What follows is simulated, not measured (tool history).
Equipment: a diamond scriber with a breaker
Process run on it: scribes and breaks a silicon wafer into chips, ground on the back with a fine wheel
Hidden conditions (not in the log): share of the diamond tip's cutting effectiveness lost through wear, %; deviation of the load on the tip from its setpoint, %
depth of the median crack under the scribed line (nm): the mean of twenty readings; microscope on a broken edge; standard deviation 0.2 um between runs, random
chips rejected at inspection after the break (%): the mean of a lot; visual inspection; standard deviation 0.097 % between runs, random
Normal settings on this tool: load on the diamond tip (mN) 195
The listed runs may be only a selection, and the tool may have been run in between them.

run   hour  load on the diamond tip (mN)  wafers since the last listed run  hours since the diamond tip was replaced  hours since the load on the tip was calibrated  incoming depth of the damage left on the back of the incoming wafer, um  depth of the median crack under the scribed line (nm)  chips rejected at inspection after the break (%)
  1      0                           175                                 0                                     446.9                                          1213.6                                                                     2.81                                                   7990                                             12.24
  2   16.6                           175                                25                                     463.5                                          1230.2                                                                     2.94                                                   8120                                             12.49
  3   28.5                           175                                18                                     475.4                                          1242.1                                                                     2.22                                                   8110                                             10.79
  4   35.1                           172                                10                                       482                                          1248.7                                                                     2.81                                                   8350                                             12.99
  5   50.5                           172                                23                                     497.4                                          1264.1                                                                     1.54                                                   7760                                             11.26
  6   61.6                           172                                17                                     508.5                                          1275.2                                                                     2.07                                                   7790                                             12.47
  7   78.4                           237                                26                                     525.3                                            1292                                                                     2.82                                                   9870                                              2.94
  8   90.8                           237                                19                                     537.7                                          1304.4                                                                     1.91                                                   9870                                              2.08
  9  113.8                           162                                35                                     560.7                                          1327.4                                                                     1.98                                                   7520                                             18.41
     117.6  -- load on the tip recalibrated
 10  121.8                           162                                 9                                     568.7                                             4.2                                                                     1.86                                                   7340                                             20.25
 11    133                           162                                17                                     579.9                                            15.4                                                                     2.82                                                   7400                                             19.38
 12  141.6                           195                                13                                     588.5                                              24                                                                     2.18                                                   8590                                              8.45
 13  147.8                           151                                 9                                     594.7                                            30.2                                                                     2.01                                                   7200                                             23.61
     155.4  -- diamond tip replaced by a new one
 14  155.9                           238                                 9                                       0.5                                            38.3                                                                     1.62                                                  11730                                              4.64
 15    171                           172                                23                                      15.6                                            53.4                                                                     1.88                                                   8810                                              3.66
 16  188.5                           168                                27                                      33.1                                            70.9                                                                     2.72                                                   8880                                              6.17
 17  203.5                           223                                23                                      48.1                                            85.9                                                                     1.93                                                  10880                                               2.6
 18  213.2                           177                                15                                      57.8                                            95.6                                                                     2.39                                                   8900                                              4.17
 19  229.6                           227                                25                                      74.2                                             112                                                                     2.49                                                  10610                                              3.36
 20  247.4                           195                                27                                        92                                           129.8                                                                     2.47                                                   9940                                              2.66
 21  261.2                           195                                21                                     105.8                                           143.6                                                                     2.41                                                   9860                                              2.73
 22  267.4                           142                                 9                                       112                                           149.8                                                                     2.69                                                   8080                                             15.52
 23  273.6                           195                                 9                                     118.2                                             156                                                                     2.54                                                   9940                                              2.85
 24  283.9                           163                                15                                     128.5                                           166.3                                                                     2.35                                                   8640                                              8.34
 25  300.1                           243                                25                                     144.7                                           182.5                                                                     2.65                                                  11460                                              4.24
 26  348.8                           176                                75                                     193.4                                           231.2                                                                     2.12                                                   8860                                              5.19

What the log doesn't show, run by run:
deviation of the load on the tip from its setpoint, %: 0 on each run
H1: share of the diamond tip's cutting effectiveness lost through wear, %
run    H1
  1  18.6
  2  19.3
  3  19.8
  4  20.1
  5  20.7
  6  21.1
  7  21.8
  8  22.3
  9  23.2
 10  23.5
 11    24
 12  24.3
 13  24.6
 14  1.72
 15  2.32
 16  3.03
 17  3.63
 18  4.02
 19  4.68
 20   5.4
 21  5.95
 22   6.2
 23  6.45
 24  6.86
 25  7.52
 26  9.47
